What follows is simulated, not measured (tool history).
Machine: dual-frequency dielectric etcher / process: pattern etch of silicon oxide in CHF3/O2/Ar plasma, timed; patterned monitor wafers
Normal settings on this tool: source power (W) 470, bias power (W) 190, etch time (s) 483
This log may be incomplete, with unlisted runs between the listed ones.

run   hour  source power (W)  bias power (W)  etch time (s)  wafers since the last listed run  hours since the last wet clean  hours since the last source power generator calibration  hours since the last bias power generator calibration  hours since the last upper electrode change  hours since the gauge calibration  read-back reference wafer on the same gauge, depth_nm  mean etch depth across the wafer (angstrom)
  1      0               470             190            483                                 0                             5.4                                                   4360.4                                                 1358.5                                       2153.4                               32.2                                                  893.7                                         9803
  2   12.1               470             190            483                                57                            17.5                                                   4372.5                                                 1370.6                                       2165.5                               44.3                                                  893.5                                         9950
  3   27.6               470             190            483                                73                              33                                                     4388                                                 1386.1                                         2181                               59.8                                                    893                                         9942
      36.8  -- bias power generator calibrated
  4   43.7               470             190            483                                57                            49.1                                                   4404.1                                                    6.9                                       2197.1                               75.9                                                  894.3                                         9863
      58.5  -- source power generator calibrated
  5     59               470             190            483                                53                            64.4                                                      0.5                                                   22.2                                       2212.4                               91.2                                                  891.4                                         9867
  6   71.3               470             190            483                                58                            76.7                                                     12.8                                                   34.5                                       2224.7                              103.5                                                  893.7                                         9903
  7   80.6               470             190            483                                44                              86                                                     22.1                                                   43.8                                         2234                              112.8                                                    892                                         9923
  8   92.5               570             190          540.5                                56                            97.9                                                       34                                                   55.7                                       2245.9                              124.7                                                  894.5                                        11912
  9    103               510             190          611.5                                49                           108.4                                                     44.5                                                   66.2                                       2256.4                              135.2                                                  891.2                                        12983
 10  111.5               570             146            551                                40                           116.9                                                       53                                                   74.7                                       2264.9                              143.7                                                    894                                        11062
 11  118.2               470             190            483                                31                           123.6                                                     59.7                                                   81.4                                       2271.6                              150.4                                                  890.7                                         9916
     146.6  -- upper electrode replaced
 12  147.1               440             190            483                                23                           152.5                                                     88.6                                                  110.3                                          0.5                              179.3                                                  892.8                                         9816
 13  147.5               470             190            483                                 1                           152.9                                                       89                                                  110.7                                          0.9                              179.7                                                  892.6                                        10092
 14  152.9               470             190            483                                25                           158.3                                                     94.4                                                  116.1                                          6.3                              185.1                                                  892.1                                         9941
 15  168.3               470             166          389.5                                72                           173.7                                                    109.8                                                  131.5                                         21.7                              200.5                                                  892.4                                         7734
 16  175.4               540             217            619                                33                           180.8                                                    116.9                                                  138.6                                         28.8                              207.6                                                  892.7                                        14220
 17  187.9               400             190            483                                59                           193.3                                                    129.4                                                  151.1                                         41.3                              220.1                                                  892.4                                         9597
 18  202.4               470             190            483                                68                           207.8                                                    143.9                                                  165.6                                         55.8                              234.6                                                  892.9                                        10050
 19  212.6               470             156            605                                48                             218                                                    154.1                                                  175.8                                           66                              244.8                                                  891.2                                        11829
 20  226.4               470             145            483                                65                           231.8                                                    167.9                                                  189.6                                         79.8                              258.6                                                  893.1                                         9163
 21  241.3               470             190            483                                70                           246.7                                                    182.8                                                  204.5                                         94.7                              273.5                                                  892.9                                        10098
 22  252.7               410             212            483                                53                           258.1                                                    194.2                                                  215.9                                        106.1                              284.9                                                  891.2                                        10122
 23  270.3               470             190            483                                83                           275.7                                                    211.8                                                  233.5                                        123.7                              302.5                                                  892.8                                        10178
 24  280.2               470             226            483                                46                           285.6                                                    221.7                                                  243.4                                        133.6                              312.4                                                    892                                        10693
 25  293.5               360             162            602                                62                           298.9                                                      235                                                  256.7                                        146.9                              325.7                                                  891.1                                        11057
 26  304.2               470             190            483                                50                           309.6                                                    245.7                                                  267.4                                        157.6                              336.4                                                    892                                        10146
 27  315.9               470             217          603.5                                55                           321.3                                                    257.4                                                  279.1                                        169.3                              348.1                                                  893.7                                        13424
 28  322.9               570             163          534.5                                33                           328.3                                                    264.4                                                  286.1                                        176.3                              355.1                                                  894.8                                        11405
 29  339.4               470             190            546                                78                           344.8                                                    280.9                                                  302.6                                        192.8                              371.6                                                    893                                        11580

Below are 5 alternative next runs, each starting from the tool's condition after run 29. Predict each:
  A   340               520             190            483                                 2                           345.4                                                    281.5                                                  303.2                                        193.4                              372.2                                                      ?                                            ?
  B   340               540             206            347                                 2                           345.4                                                    281.5                                                  303.2                                        193.4                              372.2                                                      ?                                            ?
  C   340               530             207            575                                 2                           345.4                                                    281.5                                                  303.2                                        193.4                              372.2                                                      ?                                            ?
  D   340               580             214            483                                 2                           345.4                                                    281.5                                                  303.2                                        193.4                              372.2                                                      ?                                            ?
  E   340               470             190            363                                 2                           345.4                                                    281.5                                                  303.2                                        193.4                              372.2                                                      ?                                            ?

run  read-back reference wafer on the same gauge, depth_nm  mean etch depth across the wafer (angstrom)
  A                                                  890.8                                        10584
  B                                                  890.8                                         7925
  C                                                  890.8                                        13078
  D                                                  890.8                                        11441
  E                                                  890.8                                         7709
Had the tool no hidden state, the same runs would have come out as:
run  mean etch depth across the wafer (angstrom)
  A                                        10169
  B                                         7614
  C                                        12565
  D                                        10993
  E                                         7406

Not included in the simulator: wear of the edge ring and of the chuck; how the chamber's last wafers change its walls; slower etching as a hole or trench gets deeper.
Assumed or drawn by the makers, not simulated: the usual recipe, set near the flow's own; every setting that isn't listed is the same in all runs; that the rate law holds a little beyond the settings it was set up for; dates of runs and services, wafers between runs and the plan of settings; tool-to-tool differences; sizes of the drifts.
